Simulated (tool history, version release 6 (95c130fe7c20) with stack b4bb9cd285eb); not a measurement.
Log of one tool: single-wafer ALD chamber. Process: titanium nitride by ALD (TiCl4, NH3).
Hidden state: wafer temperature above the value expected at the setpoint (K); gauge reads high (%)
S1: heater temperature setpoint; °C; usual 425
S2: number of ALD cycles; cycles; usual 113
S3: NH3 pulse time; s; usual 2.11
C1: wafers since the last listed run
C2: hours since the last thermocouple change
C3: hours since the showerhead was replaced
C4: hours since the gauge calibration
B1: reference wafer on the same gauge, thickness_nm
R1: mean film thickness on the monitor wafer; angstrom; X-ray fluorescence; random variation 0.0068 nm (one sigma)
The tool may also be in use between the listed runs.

{"run": 1, "day": 0.0, "S1": 425, "S2": 113, "S3": 2.11, "C1": 0, "C2": 1141.6, "C3": 2879.1, "C4": 1195.7, "B1": 2.381, "R1": 24.19}
{"run": 2, "day": 1.175, "S1": 425, "S2": 113, "S3": 2.11, "C1": 86, "C2": 1169.8, "C3": 2907.3, "C4": 1223.9, "B1": 2.38, "R1": 24.19}
{"run": 3, "day": 3.712, "S1": 425, "S2": 113, "S3": 2.11, "C1": 186, "C2": 1230.7, "C3": 2968.2, "C4": 1284.8, "B1": 2.381, "R1": 24.18}
{"run": 4, "day": 6.088, "S1": 418, "S2": 120, "S3": 2.11, "C1": 174, "C2": 1287.7, "C3": 3025.2, "C4": 1341.8, "B1": 2.381, "R1": 25.44}
{"run": 5, "day": 8.771, "S1": 418, "S2": 120, "S3": 2.11, "C1": 197, "C2": 1352.1, "C3": 3089.6, "C4": 1406.2, "B1": 2.382, "R1": 25.61}
{"run": 6, "day": 10.296, "S1": 425, "S2": 126, "S3": 2.11, "C1": 112, "C2": 1388.7, "C3": 3126.2, "C4": 1442.8, "B1": 2.383, "R1": 26.96}
{"run": 7, "day": 11.746, "S1": 425, "S2": 126, "S3": 2.11, "C1": 106, "C2": 1423.5, "C3": 3161.0, "C4": 1477.6, "B1": 2.379, "R1": 26.95}
{"run": 8, "day": 13.446, "S1": 425, "S2": 113, "S3": 2.11, "C1": 125, "C2": 1464.3, "C3": 3201.8, "C4": 1518.4, "B1": 2.384, "R1": 24.17}
{"run": 9, "day": 16.325, "S1": 425, "S2": 113, "S3": 2.11, "C1": 211, "C2": 1533.4, "C3": 3270.9, "C4": 1587.5, "B1": 2.385, "R1": 24.06}
{"run": 10, "day": 18.554, "S1": 425, "S2": 113, "S3": 2.11, "C1": 164, "C2": 1586.9, "C3": 3324.4, "C4": 1641.0, "B1": 2.384, "R1": 24.25}
{"run": 11, "day": 19.85, "S1": 425, "S2": 113, "S3": 2.11, "C1": 95, "C2": 1618.0, "C3": 3355.5, "C4": 1672.1, "B1": 2.383, "R1": 24.12}
{"run": 12, "day": 21.879, "S1": 425, "S2": 113, "S3": 2.11, "C1": 149, "C2": 1666.7, "C3": 3404.2, "C4": 1720.8, "B1": 2.381, "R1": 24.14}
{"run": 13, "day": 23.221, "S1": 425, "S2": 113, "S3": 2.11, "C1": 98, "C2": 1698.9, "C3": 3436.4, "C4": 1753.0, "B1": 2.382, "R1": 24.12}
{"run": 14, "day": 25.871, "S1": 425, "S2": 113, "S3": 2.11, "C1": 194, "C2": 1762.5, "C3": 3500.0, "C4": 1816.6, "B1": 2.385, "R1": 24.14}
{"run": 15, "day": 28.046, "S1": 425, "S2": 113, "S3": 2.11, "C1": 160, "C2": 1814.7, "C3": 3552.2, "C4": 1868.8, "B1": 2.384, "R1": 24.1}
{"run": 16, "day": 29.646, "S1": 425, "S2": 102, "S3": 2.11, "C1": 117, "C2": 1853.1, "C3": 3590.6, "C4": 1907.2, "B1": 2.386, "R1": 21.88}
{"run": 17, "day": 31.533, "S1": 425, "S2": 102, "S3": 2.11, "C1": 138, "C2": 1898.4, "C3": 3635.9, "C4": 1952.5, "B1": 2.385, "R1": 21.84}
{"run": 18, "day": 34.296, "S1": 425, "S2": 113, "S3": 2.11, "C1": 203, "C2": 1964.7, "C3": 3702.2, "C4": 2018.8, "B1": 2.383, "R1": 24.15}
{"day": 35.096, "done": "gauge calibrated"}
{"run": 19, "day": 36.008, "S1": 425, "S2": 113, "S3": 2.11, "C1": 126, "C2": 2005.8, "C3": 3743.3, "C4": 21.9, "B1": 2.345, "R1": 23.68}
{"run": 20, "day": 37.133, "S1": 416, "S2": 103, "S3": 2.56, "C1": 82, "C2": 2032.8, "C3": 3770.3, "C4": 48.9, "B1": 2.345, "R1": 21.66}
{"run": 21, "day": 38.667, "S1": 425, "S2": 102, "S3": 2.11, "C1": 112, "C2": 2069.6, "C3": 3807.1, "C4": 85.7, "B1": 2.346, "R1": 21.5}
{"day": 40.421, "done": "showerhead replaced"}
{"run": 22, "day": 40.867, "S1": 436, "S2": 113, "S3": 2.47, "C1": 137, "C2": 2122.4, "C3": 10.7, "C4": 138.5, "B1": 2.35, "R1": 23.84}
{"run": 23, "day": 42.246, "S1": 425, "S2": 122, "S3": 2.11, "C1": 101, "C2": 2155.5, "C3": 43.8, "C4": 171.6, "B1": 2.351, "R1": 25.65}
{"run": 24, "day": 44.862, "S1": 425, "S2": 113, "S3": 2.11, "C1": 192, "C2": 2218.3, "C3": 106.6, "C4": 234.4, "B1": 2.354, "R1": 23.76}
{"run": 25, "day": 46.833, "S1": 425, "S2": 113, "S3": 2.11, "C1": 145, "C2": 2265.6, "C3": 153.9, "C4": 281.7, "B1": 2.358, "R1": 23.94}
{"run": 26, "day": 48.967, "S1": 420, "S2": 122, "S3": 1.66, "C1": 156, "C2": 2316.8, "C3": 205.1, "C4": 332.9, "B1": 2.359, "R1": 25.57}
{"run": 27, "day": 51.242, "S1": 438, "S2": 124, "S3": 1.62, "C1": 167, "C2": 2371.4, "C3": 259.7, "C4": 387.5, "B1": 2.361, "R1": 26.09}
{"run": 28, "day": 53.088, "S1": 420, "S2": 101, "S3": 2.11, "C1": 135, "C2": 2415.7, "C3": 304.0, "C4": 431.8, "B1": 2.361, "R1": 21.37}
{"day": 55.712, "done": "thermocouple changed; heater temperature recalibrated"}
{"run": 29, "day": 55.733, "S1": 437, "S2": 123, "S3": 2.11, "C1": 170, "C2": 0.5, "C3": 367.5, "C4": 495.3, "B1": 2.366, "R1": 26.1}
{"run": 30, "day": 57.146, "S1": 425, "S2": 95, "S3": 2.11, "C1": 103, "C2": 34.4, "C3": 401.4, "C4": 529.2, "B1": 2.364, "R1": 20.17}
{"run": 31, "day": 58.367, "S1": 425, "S2": 113, "S3": 2.11, "C1": 89, "C2": 63.7, "C3": 430.7, "C4": 558.5, "B1": 2.369, "R1": 24.11}
{"run": 32, "day": 61.117, "S1": 437, "S2": 102, "S3": 2.69, "C1": 202, "C2": 129.7, "C3": 496.7, "C4": 624.5, "B1": 2.367, "R1": 21.76}
{"run": 33, "day": 63.371, "S1": 420, "S2": 122, "S3": 1.66, "C1": 165, "C2": 183.8, "C3": 550.8, "C4": 678.6, "B1": 2.371, "R1": 25.61}
{"run": 34, "day": 66.258, "S1": 415, "S2": 134, "S3": 2.11, "C1": 212, "C2": 253.1, "C3": 620.1, "C4": 747.9, "B1": 2.371, "R1": 28.42}
{"run": 35, "day": 67.746, "S1": 431, "S2": 113, "S3": 1.36, "C1": 109, "C2": 288.8, "C3": 655.8, "C4": 783.6, "B1": 2.371, "R1": 23.79}
{"run": 36, "day": 69.162, "S1": 420, "S2": 106, "S3": 2.57, "C1": 104, "C2": 322.8, "C3": 689.8, "C4": 817.6, "B1": 2.369, "R1": 22.51}
{"run": 37, "day": 71.675, "S1": 425, "S2": 113, "S3": 2.11, "C1": 184, "C2": 383.1, "C3": 750.1, "C4": 877.9, "B1": 2.374, "R1": 24.01}
{"run": 38, "day": 72.912, "S1": 425, "S2": 97, "S3": 1.54, "C1": 91, "C2": 412.8, "C3": 779.8, "C4": 907.6, "B1": 2.374, "R1": 20.55}

Hidden state at the last listed run before each entry between runs and at the first one after, where it differs:
Between runs 18 and 19: gauge calibrated (day 35.096)
  gauge reads high (%): 1.91 -> 0.133
  measured less the result without the state, R1: +0.45 -> +0.03 angstrom
Between runs 21 and 22: showerhead replaced (day 40.421)
  gauge reads high (%): 0.304 -> 0.432
  measured less the result without the state, R1: +0.06 -> +0.11 angstrom
Between runs 28 and 29: thermocouple changed; heater temperature recalibrated (day 55.712)
  gauge reads high (%): 0.972 -> 1.06
  measured less the result without the state, R1: +0.21 -> +0.27 angstrom

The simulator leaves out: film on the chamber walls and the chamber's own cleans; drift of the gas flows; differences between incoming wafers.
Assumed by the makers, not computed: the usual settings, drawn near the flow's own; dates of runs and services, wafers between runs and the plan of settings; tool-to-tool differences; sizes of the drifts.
